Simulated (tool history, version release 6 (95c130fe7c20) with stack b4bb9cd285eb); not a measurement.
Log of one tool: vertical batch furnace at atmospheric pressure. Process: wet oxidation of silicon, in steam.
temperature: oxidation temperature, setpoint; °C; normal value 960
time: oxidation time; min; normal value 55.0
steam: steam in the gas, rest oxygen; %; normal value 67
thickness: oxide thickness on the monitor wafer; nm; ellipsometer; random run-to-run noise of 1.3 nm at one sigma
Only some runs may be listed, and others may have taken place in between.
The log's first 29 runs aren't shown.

| run | hour | temperature | time | steam | read-back reference wafer on the same gauge, thickness | thickness |
|---|---|---|---|---|---|---|
| 30 | 2636.3 | 970 | 48.0 | 75 | 293.25 | 289.39 |
| 31 | 2861.5 | 960 | 72.0 | 73 | 293.00 | 347.22 |
| 32 | 2964.7 | 970 | 30.0 | 73 | 292.97 | 208.23 |
| 33 | 3058.6 | 951 | 63.0 | 73 | 293.10 | 297.11 |
|  | 3091.2 | gauge calibrated |
| 34 | 3130.1 | 936 | 55.0 | 67 | 293.18 | 227.79 |
| 35 | 3220.0 | 960 | 76.0 | 67 | 292.73 | 339.48 |
| 36 | 3262.8 | 960 | 47.5 | 55 | 293.06 | 217.33 |
| 37 | 3327.4 | 960 | 55.0 | 75 | 293.34 | 297.93 |
| 38 | 3414.7 | 960 | 55.0 | 67 | 292.97 | 272.32 |

4 options for the next run, each taken on its own from the tool as it stands now. Forecast them:
| A | 3419.2 | 960 | 55.0 | 67 | ? | ? |
| B | 3419.2 | 976 | 62.5 | 77 | ? | ? |
| C | 3419.2 | 960 | 77.5 | 67 | ? | ? |
| D | 3419.2 | 960 | 44.5 | 75 | ? | ? |

| run | read-back reference wafer on the same gauge, thickness | thickness |
|---|---|---|
| A | 292.92 | 273.95 |
| B | 292.92 | 365.16 |
| C | 292.92 | 344.60 |
| D | 292.92 | 256.10 |
Without the tool's unlogged condition, the same runs would have read:
| run | thickness |
|---|---|
| A | 278.06 |
| B | 370.92 |
| C | 349.91 |
| D | 259.92 |

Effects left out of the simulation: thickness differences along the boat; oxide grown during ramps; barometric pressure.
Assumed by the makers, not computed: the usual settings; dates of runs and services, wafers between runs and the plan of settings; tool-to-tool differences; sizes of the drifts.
